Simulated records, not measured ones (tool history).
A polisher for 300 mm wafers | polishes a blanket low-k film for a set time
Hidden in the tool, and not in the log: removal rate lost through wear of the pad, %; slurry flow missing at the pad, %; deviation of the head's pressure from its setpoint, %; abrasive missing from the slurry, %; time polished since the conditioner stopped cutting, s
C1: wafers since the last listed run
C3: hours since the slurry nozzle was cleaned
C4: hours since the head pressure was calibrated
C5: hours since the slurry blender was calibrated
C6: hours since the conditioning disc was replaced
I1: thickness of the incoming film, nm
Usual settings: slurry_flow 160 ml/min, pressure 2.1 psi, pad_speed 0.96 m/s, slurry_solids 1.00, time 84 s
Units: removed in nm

Run 1, day 0.000: usual settings but pad_speed 0.72 m/s, time 96 s; C1 0; wafers polished on this pad 6146; C3 439.8; C4 1367.8; C5 550.6; C6 7.3; I1 651.4. Result: removed 26.0 nm.
At day 1.188: worn pad replaced by a new one.
Run 2, day 1.554: usual settings but pad_speed 1.28 m/s; C1 375; wafers polished on this pad 99; C3 477.1; C4 1405.1; C5 587.9; C6 44.6; I1 662.3. Result: removed 35.6 nm.
At day 1.933: slurry blender recalibrated.
Run 3, day 2.738: usual settings but slurry_solids 0.70; C1 297; wafers polished on this pad 396; C3 505.5; C4 1433.5; C5 19.3; C6 73.0; I1 657.1. Result: removed 23.4 nm.
Run 4, day 4.154: usual settings; C1 383; wafers polished on this pad 780; C3 539.5; C4 1467.5; C5 53.3; C6 107.0; I1 649.7. Result: removed 27.8 nm.
Run 5, day 6.738: usual settings but pressure 1.6 psi, pad_speed 0.74 m/s; C1 699; wafers polished on this pad 1479; C3 601.5; C4 1529.5; C5 115.3; C6 169.0; I1 656.1. Result: removed 17.5 nm.
At day 8.042: head pressure recalibrated.
Run 6, day 9.054: usual settings but slurry_solids 0.90; C1 604; wafers polished on this pad 2084; C3 657.1; C4 24.3; C5 170.9; C6 224.6; I1 659.4. Result: removed 26.0 nm.
Run 7, day 10.833: usual settings; C1 481; wafers polished on this pad 2565; C3 699.8; C4 67.0; C5 213.6; C6 267.3; I1 668.3. Result: removed 26.9 nm.
At day 11.654: slurry nozzle cleaned.
Run 8, day 13.138: usual settings but pressure 1.6 psi; C1 612; wafers polished on this pad 3178; C3 35.6; C4 122.3; C5 268.9; C6 322.6; I1 652.9. Result: removed 23.3 nm.
Run 9, day 15.862: usual settings but pad_speed 0.72 m/s, time 96 s; C1 737; wafers polished on this pad 3916; C3 101.0; C4 187.7; C5 334.3; C6 388.0; I1 653.3. Result: removed 27.0 nm.
Run 10, day 17.767: usual settings but pressure 2.5 psi, slurry_solids 1.10, time 106 s; C1 515; wafers polished on this pad 4431; C3 146.7; C4 233.4; C5 380.0; C6 433.7; I1 665.5. Result: removed 46.6 nm.
At day 21.008: worn pad replaced by a new one.
At day 23.892: conditioning disc replaced and pad reconditioned.
Run 11, day 26.367: usual settings but slurry_solids 1.30, time 100 s; C1 2260; wafers polished on this pad 1427; C3 353.1; C4 439.8; C5 586.4; C6 59.4; I1 664.5. Result: removed 39.3 nm.
At day 27.442: slurry blender recalibrated.
Run 12, day 27.575: usual settings but time 99 s; C1 304; wafers polished on this pad 1731; C3 382.1; C4 468.8; C5 3.2; C6 88.4; I1 659.9. Result: removed 34.3 nm.
Run 13, day 29.008: usual settings but pad_speed 0.66 m/s; C1 388; wafers polished on this pad 2119; C3 416.5; C4 503.2; C5 37.6; C6 122.8; I1 666.2. Result: removed 21.5 nm.
Run 14, day 31.125: usual settings but pad_speed 0.74 m/s; C1 572; wafers polished on this pad 2692; C3 467.3; C4 554.0; C5 88.4; C6 173.6; I1 655.5. Result: removed 23.4 nm.
Run 15, day 33.633: usual settings but slurry_solids 0.75; C1 679; wafers polished on this pad 3371; C3 527.5; C4 614.2; C5 148.6; C6 233.8; I1 667.8. Result: removed 25.0 nm.
Run 16, day 35.571: usual settings but slurry_solids 1.30, time 100 s; C1 524; wafers polished on this pad 3896; C3 574.0; C4 660.7; C5 195.1; C6 280.3; I1 668.3. Result: removed 38.1 nm.
Run 17, day 38.279: usual settings but slurry_flow 205 ml/min; C1 733; wafers polished on this pad 4629; C3 639.0; C4 725.7; C5 260.1; C6 345.3; I1 665.6. Result: removed 29.3 nm.
At day 40.342: slurry nozzle cleaned.
Run 18, day 40.808: usual settings; C1 673; wafers polished on this pad 5302; C3 11.2; C4 786.4; C5 320.8; C6 406.0; I1 654.6. Result: removed 29.9 nm.
Run 19, day 42.921: usual settings but pad_speed 0.78 m/s, slurry_solids 1.15, time 55 s; C1 571; wafers polished on this pad 5874; C3 61.9; C4 837.1; C5 371.5; C6 456.7; I1 665.8. Result: removed 17.5 nm.
At day 43.892: conditioning disc replaced and pad reconditioned.
At day 43.917: worn pad replaced by a new one.
Run 20, day 45.583: usual settings; C1 691; wafers polished on this pad 450; C3 125.8; C4 901.0; C5 435.4; C6 40.6; I1 669.0. Result: removed 30.3 nm.
At day 47.121: slurry blender recalibrated.
Run 21, day 47.600: usual settings but slurry_flow 210 ml/min, pressure 2.8 psi, pad_speed 0.80 m/s, time 113 s; C1 523; wafers polished on this pad 974; C3 174.2; C4 949.4; C5 11.5; C6 89.0; I1 659.6. Result: removed 47.7 nm.
Run 22, day 49.117: usual settings; C1 410; wafers polished on this pad 1384; C3 210.6; C4 985.8; C5 47.9; C6 125.4; I1 670.9. Result: removed 29.3 nm.
Run 23, day 50.500: usual settings; C1 374; wafers polished on this pad 1759; C3 243.8; C4 1019.0; C5 81.1; C6 158.6; I1 657.0. Result: removed 29.4 nm.
Run 24, day 51.554: usual settings but slurry_flow 185 ml/min, pressure 2.3 psi, time 60 s; C1 285; wafers polished on this pad 2044; C3 269.1; C4 1044.3; C5 106.4; C6 183.9; I1 670.4. Result: removed 23.4 nm.
Run 25, day 52.762: usual settings but pressure 1.8 psi, pad_speed 0.70 m/s, slurry_solids 0.75, time 74 s; C1 327; wafers polished on this pad 2371; C3 298.1; C4 1073.3; C5 135.4; C6 212.9; I1 665.0. Result: removed 14.8 nm.

What the log doesn't show, run by run:
removal rate lost through wear of the pad, %: 0 in every run
deviation of the head's pressure from its setpoint, %: 0 in every run
abrasive missing from the slurry, %: 0 in every run
time polished since the conditioner stopped cutting, s: 0 in every run
H1: slurry flow missing at the pad, %
run    H1
  1  26.9
  2  28.6
  3  29.9
  4  31.4
  5  34.2
  6  36.7
  7  38.6
  8   1.8
  9  4.75
 10  6.81
 11  16.1
 12  17.4
 13    19
 14  21.2
 15    24
 16  26.1
 17    29
 18  2.59
 19  4.87
 20  7.75
 21  9.93
 22  11.6
 23  13.1
 24  14.2
 25  15.5
